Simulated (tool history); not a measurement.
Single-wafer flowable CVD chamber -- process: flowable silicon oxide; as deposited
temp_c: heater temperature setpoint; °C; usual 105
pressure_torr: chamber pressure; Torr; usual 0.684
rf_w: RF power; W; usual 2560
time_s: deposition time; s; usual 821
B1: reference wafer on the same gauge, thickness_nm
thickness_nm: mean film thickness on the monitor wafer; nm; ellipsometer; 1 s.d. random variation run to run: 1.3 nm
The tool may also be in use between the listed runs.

run 1 hour=0 | temp_c=105 pressure_torr=0.684 rf_w=2560 time_s=821 | B1=315.829 | thickness_nm=359.485
run 2 hour=30.7 | temp_c=116 pressure_torr=0.578 rf_w=2560 time_s=821 | B1=316.182 | thickness_nm=206.6
run 3 hour=98.2 | temp_c=105 pressure_torr=0.684 rf_w=2560 time_s=821 | B1=316.395 | thickness_nm=361.064
run 4 hour=138 | temp_c=105 pressure_torr=0.684 rf_w=2560 time_s=821 | B1=316.217 | thickness_nm=361.511
run 5 hour=198.2 | temp_c=105 pressure_torr=0.684 rf_w=2560 time_s=821 | B1=316.327 | thickness_nm=362.205
run 6 hour=242.7 | temp_c=105 pressure_torr=0.684 rf_w=2560 time_s=821 | B1=315.957 | thickness_nm=364.392
-- hour=405.2 thermocouple changed; heater temperature recalibrated
run 7 hour=408.7 | temp_c=105 pressure_torr=0.684 rf_w=2560 time_s=821 | B1=315.99 | thickness_nm=343.743
-- hour=441 showerhead replaced
run 8 hour=462.3 | temp_c=105 pressure_torr=0.684 rf_w=2560 time_s=821 | B1=316.439 | thickness_nm=345.825
run 9 hour=493.2 | temp_c=105 pressure_torr=0.684 rf_w=2560 time_s=821 | B1=316.382 | thickness_nm=347.361
run 10 hour=553.4 | temp_c=105 pressure_torr=0.684 rf_w=2560 time_s=821 | B1=315.732 | thickness_nm=348.328
run 11 hour=578.6 | temp_c=105 pressure_torr=0.684 rf_w=2560 time_s=821 | B1=315.694 | thickness_nm=349.934
run 12 hour=612.4 | temp_c=105 pressure_torr=0.817 rf_w=2560 time_s=936 | B1=316.219 | thickness_nm=469.335
-- hour=690.9 gauge calibrated
run 13 hour=756.5 | temp_c=105 pressure_torr=0.684 rf_w=2560 time_s=821 | B1=316.087 | thickness_nm=356.415
run 14 hour=802.6 | temp_c=110 pressure_torr=0.579 rf_w=2560 time_s=821 | B1=315.968 | thickness_nm=255.835
run 15 hour=828.1 | temp_c=105 pressure_torr=0.684 rf_w=2745 time_s=777 | B1=315.823 | thickness_nm=338.104
run 16 hour=860.5 | temp_c=91 pressure_torr=0.77 rf_w=2870 time_s=821 | B1=316.222 | thickness_nm=678.281
run 17 hour=904.5 | temp_c=105 pressure_torr=0.785 rf_w=2560 time_s=905 | B1=316.562 | thickness_nm=450.346
-- hour=955.7 RF generator calibrated
run 18 hour=956.2 | temp_c=105 pressure_torr=0.578 rf_w=2220 time_s=821 | B1=315.651 | thickness_nm=307.069
-- hour=1014.8 capacitance manometer re-zeroed and calibrated
run 19 hour=1015.3 | temp_c=96 pressure_torr=0.684 rf_w=2560 time_s=821 | B1=315.615 | thickness_nm=492.059
run 20 hour=1076.3 | temp_c=92 pressure_torr=0.554 rf_w=2690 time_s=879 | B1=315.845 | thickness_nm=512.838
run 21 hour=1146.8 | temp_c=116 pressure_torr=0.578 rf_w=2560 time_s=821 | B1=315.867 | thickness_nm=204.701
run 22 hour=1211.3 | temp_c=97 pressure_torr=0.684 rf_w=3015 time_s=821 | B1=316.228 | thickness_nm=485.753
run 23 hour=1278.4 | temp_c=91 pressure_torr=0.573 rf_w=3055 time_s=919 | B1=315.694 | thickness_nm=585.872
run 24 hour=1316.2 | temp_c=105 pressure_torr=0.684 rf_w=2075 time_s=821 | B1=315.911 | thickness_nm=346.371
run 25 hour=1363.3 | temp_c=105 pressure_torr=0.684 rf_w=2560 time_s=821 | B1=315.805 | thickness_nm=357.47
run 26 hour=1406 | temp_c=105 pressure_torr=0.599 rf_w=2185 time_s=821 | B1=316.21 | thickness_nm=314.69
run 27 hour=1471.3 | temp_c=116 pressure_torr=0.684 rf_w=2140 time_s=821 | B1=316.3 | thickness_nm=234.722
run 28 hour=1674.2 | temp_c=105 pressure_torr=0.542 rf_w=2060 time_s=661 | B1=315.635 | thickness_nm=231.983

Each row is a separate what-if for the run after 28, all from the same tool condition, not one after another. Results?
run A hour=1674.8 | temp_c=105 pressure_torr=0.684 rf_w=2560 time_s=821 | B1=? | thickness_nm=?
run B hour=1674.8 | temp_c=98 pressure_torr=0.684 rf_w=2695 time_s=821 | B1=? | thickness_nm=?
run C hour=1674.8 | temp_c=109 pressure_torr=0.684 rf_w=2345 time_s=821 | B1=? | thickness_nm=?
run D hour=1674.8 | temp_c=109 pressure_torr=0.684 rf_w=2560 time_s=821 | B1=? | thickness_nm=?

run=A B1=315.94 thickness_nm=362.153
run=B B1=315.94 thickness_nm=474.303
run=C B1=315.94 thickness_nm=307.716
run=D B1=315.94 thickness_nm=311.18
Without the tool's unlogged condition, the same runs would have read:
run=A thickness_nm=335.651
run=B thickness_nm=440.054
run=C thickness_nm=285.651
run=D thickness_nm=288.867

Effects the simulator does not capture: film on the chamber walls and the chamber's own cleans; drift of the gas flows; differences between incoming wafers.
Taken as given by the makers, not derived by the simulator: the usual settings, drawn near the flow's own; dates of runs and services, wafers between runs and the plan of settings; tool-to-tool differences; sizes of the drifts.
